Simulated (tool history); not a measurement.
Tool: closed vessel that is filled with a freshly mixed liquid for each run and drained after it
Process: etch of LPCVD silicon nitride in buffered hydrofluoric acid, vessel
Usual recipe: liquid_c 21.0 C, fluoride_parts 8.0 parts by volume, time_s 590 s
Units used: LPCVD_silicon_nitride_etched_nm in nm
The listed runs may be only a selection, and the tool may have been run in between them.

| run | hour | liquid_c | fluoride_parts | time_s | wafers since the last listed run | hours since the thermometer was replaced | hours since the hydrofluoric acid flow meter was replaced | hours since the gauge calibration | read-back film thickness of the LPCVD silicon nitride reference wafer, read on the same gauge (nm) | LPCVD_silicon_nitride_etched_nm |
|---|---|---|---|---|---|---|---|---|---|---|
| 1 | 0.0 | 21.0 | 8.0 | 845 | 0 | 1383.0 | 793.6 | 295.1 | 91.79 | 14.80 |
| 2 | 52.2 | 21.0 | 8.0 | 860 | 2221 | 1435.2 | 845.8 | 347.3 | 91.95 | 15.08 |
| 3 | 118.8 | 21.0 | 8.0 | 860 | 2833 | 1501.8 | 912.4 | 413.9 | 92.03 | 15.19 |
| 4 | 167.5 | 21.0 | 8.0 | 860 | 2072 | 1550.5 | 961.1 | 462.6 | 92.06 | 14.96 |
| 5 | 237.8 | 21.0 | 8.0 | 590 | 2991 | 1620.8 | 1031.4 | 532.9 | 92.11 | 10.44 |
|  | 267.7 | gauge calibrated |
| 6 | 290.1 | 21.0 | 8.0 | 590 | 2225 | 1673.1 | 1083.7 | 22.4 | 90.20 | 10.07 |
| 7 | 326.9 | 21.0 | 8.0 | 590 | 1565 | 1709.9 | 1120.5 | 59.2 | 90.55 | 10.10 |
| 8 | 534.8 | 19.5 | 8.0 | 590 | 8846 | 1917.8 | 1328.4 | 267.1 | 91.67 | 9.33 |
|  | 540.3 | hydrofluoric acid flow meter replaced |
| 9 | 566.6 | 19.0 | 8.0 | 590 | 1310 | 1949.6 | 26.3 | 298.9 | 91.73 | 9.16 |
|  | 591.3 | thermometer replaced |
| 10 | 600.8 | 25.0 | 9.0 | 590 | 1412 | 9.5 | 60.5 | 333.1 | 91.80 | 11.30 |
| 11 | 663.3 | 21.0 | 8.0 | 590 | 2659 | 72.0 | 123.0 | 395.6 | 91.89 | 10.41 |
| 12 | 711.9 | 21.0 | 5.5 | 325 | 2067 | 120.6 | 171.6 | 444.2 | 92.00 | 8.09 |
| 13 | 766.3 | 21.0 | 8.0 | 590 | 2314 | 175.0 | 226.0 | 498.6 | 92.05 | 10.29 |
| 14 | 813.3 | 17.0 | 8.0 | 780 | 1999 | 222.0 | 273.0 | 545.6 | 92.07 | 10.87 |

Run by run, hidden condition taken away, random variation retained:
What the log doesn't record here: liquid hotter than its thermometer reads (K); hydrofluoric acid flow below the setpoint (%); gauge reads high (%).
| run | LPCVD_silicon_nitride_etched_nm |
|---|---|
| 1 | 14.52 |
| 2 | 14.77 |
| 3 | 14.86 |
| 4 | 14.62 |
| 5 | 10.20 |
| 6 | 10.05 |
| 7 | 10.03 |
| 8 | 9.16 |
| 9 | 8.99 |
| 10 | 11.08 |
| 11 | 10.19 |
| 12 | 7.91 |
| 13 | 10.07 |
| 14 | 10.62 |

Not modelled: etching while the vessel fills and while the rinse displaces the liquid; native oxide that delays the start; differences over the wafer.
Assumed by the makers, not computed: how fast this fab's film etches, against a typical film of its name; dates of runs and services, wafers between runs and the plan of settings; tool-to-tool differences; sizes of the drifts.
